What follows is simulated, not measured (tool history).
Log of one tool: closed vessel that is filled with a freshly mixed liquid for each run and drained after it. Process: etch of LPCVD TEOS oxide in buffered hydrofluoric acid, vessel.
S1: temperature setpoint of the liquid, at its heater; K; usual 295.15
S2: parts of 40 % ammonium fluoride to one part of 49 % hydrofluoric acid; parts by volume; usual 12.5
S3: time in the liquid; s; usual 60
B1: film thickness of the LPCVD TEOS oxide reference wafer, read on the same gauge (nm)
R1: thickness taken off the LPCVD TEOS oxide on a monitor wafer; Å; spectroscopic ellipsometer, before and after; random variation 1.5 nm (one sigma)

run,hour,S1,S2,S3,B1,R1
1,0.0,292.65,12.5,60,69.98,1899.9
2,6.2,292.65,12.5,60,69.99,1897.9
3,22.9,295.15,12.5,60,69.99,2136.1
4,33.7,295.15,12.5,60,69.99,2171.5
5,41.0,297.15,9.5,60,70.03,3030.9
# hour 44.9: thermometer replaced
6,56.7,297.15,9.5,60,70.02,3061.2
7,63.7,297.15,9.5,60,69.99,3026.7
8,89.0,296.15,12.5,60,69.98,2304.2
9,97.5,296.15,12.5,60,70.01,2286.9
10,107.2,298.15,12.5,60,69.96,2547.8
# hour 109.6: gauge calibrated
11,120.8,295.15,17.5,60,70.01,1557.5
12,136.4,295.15,12.5,60,70.00,2209.1
# hour 150.0: hydrofluoric acid flow meter replaced
13,153.4,297.15,12.5,60,70.01,2580.6
14,171.3,295.15,16.0,85,70.01,2543.6
15,182.3,291.15,12.5,40,69.96,1212.8
16,195.3,295.15,12.5,60,69.99,2287.4
17,208.4,295.15,9.5,85,70.03,4141.2
18,216.3,295.15,12.5,60,70.02,2317.8
19,239.8,295.15,12.5,75,70.00,2840.3
20,251.6,297.15,7.5,45,70.02,3133.9
# hour 266.2: hydrofluoric acid flow meter replaced, repeated, since the last time left the tool worse
21,266.5,290.15,12.5,60,70.00,1517.8
22,277.4,296.65,12.5,35,70.01,1284.4
23,286.7,290.15,12.5,90,70.03,2282.8
24,302.9,295.15,12.5,60,69.97,2008.6
25,356.6,291.65,10.5,40,70.01,1305.6
26,373.6,293.15,8.0,50,70.01,2278.7
27,389.6,297.15,9.5,60,70.01,2864.9
28,403.7,292.65,17.5,30,70.01,633.0
29,420.6,299.15,9.5,75,69.99,4074.9
30,432.0,291.15,15.5,30,70.00,657.0
31,441.7,293.65,8.0,95,69.99,4509.3
32,453.0,297.65,11.0,30,70.01,1321.9
33,460.0,298.15,12.5,95,70.02,3851.1

Forecast each of these 4 alternatives for the next run:
A,460.7,291.15,12.5,60,?,?
B,460.7,290.65,17.5,30,?,?
C,460.7,298.15,10.5,35,?,?
D,460.7,293.15,12.5,60,?,?

run,B1,R1
A,69.98,1634.1
B,69.98,570.4
C,69.98,1666.1
D,69.98,1829.3
Without the tool's hidden state the same runs would have given:
run,R1
A,1595.7
B,556.9
C,1627.2
D,1786.3
